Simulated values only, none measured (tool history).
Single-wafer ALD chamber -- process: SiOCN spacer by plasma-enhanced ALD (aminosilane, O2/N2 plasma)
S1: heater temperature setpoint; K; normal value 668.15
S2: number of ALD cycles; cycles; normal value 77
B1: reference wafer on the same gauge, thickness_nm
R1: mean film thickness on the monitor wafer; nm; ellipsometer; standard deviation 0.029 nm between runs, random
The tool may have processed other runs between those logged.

{"run": 1, "hour": 0.0, "S1": 668.15, "S2": 77, "B1": 5.632, "R1": 5.086}
{"run": 2, "hour": 6.7, "S1": 668.15, "S2": 77, "B1": 5.622, "R1": 5.059}
{"run": 3, "hour": 23.5, "S1": 668.15, "S2": 77, "B1": 5.632, "R1": 5.059}
{"run": 4, "hour": 30.0, "S1": 668.15, "S2": 77, "B1": 5.624, "R1": 5.05}
{"run": 5, "hour": 47.5, "S1": 668.15, "S2": 77, "B1": 5.64, "R1": 5.043}
{"run": 6, "hour": 56.0, "S1": 658.15, "S2": 77, "B1": 5.629, "R1": 5.063}
{"run": 7, "hour": 72.9, "S1": 658.15, "S2": 77, "B1": 5.625, "R1": 5.022}
{"run": 8, "hour": 79.5, "S1": 658.15, "S2": 77, "B1": 5.629, "R1": 5.071}
{"run": 9, "hour": 91.3, "S1": 676.15, "S2": 77, "B1": 5.635, "R1": 5.018}
{"run": 10, "hour": 101.2, "S1": 661.15, "S2": 89, "B1": 5.634, "R1": 5.828}
{"hour": 113.2, "done": "gauge calibrated"}
{"run": 11, "hour": 113.9, "S1": 681.15, "S2": 91, "B1": 5.624, "R1": 5.822}
{"run": 12, "hour": 121.7, "S1": 668.15, "S2": 77, "B1": 5.633, "R1": 5.048}
{"hour": 131.9, "done": "thermocouple changed; heater temperature recalibrated"}
{"run": 13, "hour": 136.2, "S1": 681.15, "S2": 85, "B1": 5.634, "R1": 5.437}
{"run": 14, "hour": 144.5, "S1": 668.15, "S2": 77, "B1": 5.629, "R1": 5.041}
{"run": 15, "hour": 157.8, "S1": 663.15, "S2": 87, "B1": 5.639, "R1": 5.722}
{"run": 16, "hour": 175.3, "S1": 658.15, "S2": 73, "B1": 5.629, "R1": 4.835}
{"run": 17, "hour": 184.5, "S1": 675.15, "S2": 77, "B1": 5.631, "R1": 5.032}
{"run": 18, "hour": 191.1, "S1": 656.15, "S2": 86, "B1": 5.627, "R1": 5.621}

Predict each of these 3 candidate next runs independently; none follows another, all start after run 18:
{"run": "A", "hour": 191.6, "S1": 655.15, "S2": 77, "B1": "?", "R1": "?"}
{"run": "B", "hour": 191.6, "S1": 668.15, "S2": 83, "B1": "?", "R1": "?"}
{"run": "C", "hour": 191.6, "S1": 674.15, "S2": 67, "B1": "?", "R1": "?"}

run=A B1=5.632 R1=5.055
run=B B1=5.632 R1=5.449
run=C B1=5.632 R1=4.374
Stripped of hidden state, with their random variation kept, the same runs would have yielded:
run=A R1=5.055
run=B R1=5.449
run=C R1=4.374
